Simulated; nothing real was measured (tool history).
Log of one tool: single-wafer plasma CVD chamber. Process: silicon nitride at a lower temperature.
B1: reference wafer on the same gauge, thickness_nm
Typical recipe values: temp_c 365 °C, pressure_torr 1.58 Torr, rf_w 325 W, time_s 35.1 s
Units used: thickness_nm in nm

{"run": 1, "hour": 0.0, "temp_c": 365, "pressure_torr": 1.58, "rf_w": 325, "time_s": 35.1, "B1": 52.499, "thickness_nm": 42.226}
{"run": 2, "hour": 39.7, "temp_c": 365, "pressure_torr": 1.58, "rf_w": 325, "time_s": 35.1, "B1": 52.529, "thickness_nm": 42.255}
{"hour": 83.4, "done": "RF generator calibrated"}
{"run": 3, "hour": 105.7, "temp_c": 365, "pressure_torr": 1.58, "rf_w": 325, "time_s": 35.1, "B1": 52.479, "thickness_nm": 44.912}
{"hour": 136.6, "done": "thermocouple changed; heater temperature recalibrated"}
{"run": 4, "hour": 174.9, "temp_c": 365, "pressure_torr": 1.58, "rf_w": 325, "time_s": 35.1, "B1": 52.393, "thickness_nm": 44.403}
{"run": 5, "hour": 249.4, "temp_c": 365, "pressure_torr": 1.58, "rf_w": 325, "time_s": 35.1, "B1": 52.481, "thickness_nm": 44.449}
{"run": 6, "hour": 289.5, "temp_c": 374, "pressure_torr": 1.58, "rf_w": 325, "time_s": 35.1, "B1": 52.458, "thickness_nm": 44.025}
{"run": 7, "hour": 352.5, "temp_c": 365, "pressure_torr": 1.58, "rf_w": 325, "time_s": 35.1, "B1": 52.449, "thickness_nm": 44.177}
{"run": 8, "hour": 428.4, "temp_c": 365, "pressure_torr": 1.58, "rf_w": 325, "time_s": 35.1, "B1": 52.444, "thickness_nm": 43.945}
{"run": 9, "hour": 587.3, "temp_c": 365, "pressure_torr": 1.58, "rf_w": 325, "time_s": 35.1, "B1": 52.529, "thickness_nm": 43.359}
{"hour": 645.5, "done": "capacitance manometer re-zeroed and calibrated"}
{"run": 10, "hour": 687.2, "temp_c": 365, "pressure_torr": 1.58, "rf_w": 325, "time_s": 35.1, "B1": 52.569, "thickness_nm": 43.488}
{"run": 11, "hour": 773.8, "temp_c": 365, "pressure_torr": 1.58, "rf_w": 325, "time_s": 35.1, "B1": 52.581, "thickness_nm": 43.279}
{"run": 12, "hour": 860.9, "temp_c": 365, "pressure_torr": 1.58, "rf_w": 365, "time_s": 35.1, "B1": 52.526, "thickness_nm": 47.649}
{"run": 13, "hour": 952.8, "temp_c": 365, "pressure_torr": 1.77, "rf_w": 325, "time_s": 35.1, "B1": 52.439, "thickness_nm": 44.56}
{"run": 14, "hour": 1047.3, "temp_c": 365, "pressure_torr": 1.23, "rf_w": 325, "time_s": 37.5, "B1": 52.512, "thickness_nm": 40.835}
{"run": 15, "hour": 1136.6, "temp_c": 359, "pressure_torr": 1.58, "rf_w": 370, "time_s": 38.0, "B1": 52.55, "thickness_nm": 51.842}
{"run": 16, "hour": 1230.4, "temp_c": 352, "pressure_torr": 1.58, "rf_w": 325, "time_s": 35.1, "B1": 52.555, "thickness_nm": 42.509}
{"hour": 1313.4, "done": "RF generator calibrated"}
{"run": 17, "hour": 1313.9, "temp_c": 365, "pressure_torr": 1.58, "rf_w": 325, "time_s": 35.1, "B1": 52.48, "thickness_nm": 44.677}

Expected results for the next run?
{"hour": 1366.3, "done": "gauge calibrated"}
{"run": 18, "hour": 1368.8, "temp_c": 372, "pressure_torr": 1.82, "rf_w": 325, "time_s": 32.7, "B1": "?", "thickness_nm": "?"}

Run 18 produced B1 52.481, thickness_nm 43.941 nm.
With the hidden condition absent and the run-to-run variation left alone, this run would have shown thickness_nm 44.113 nm.
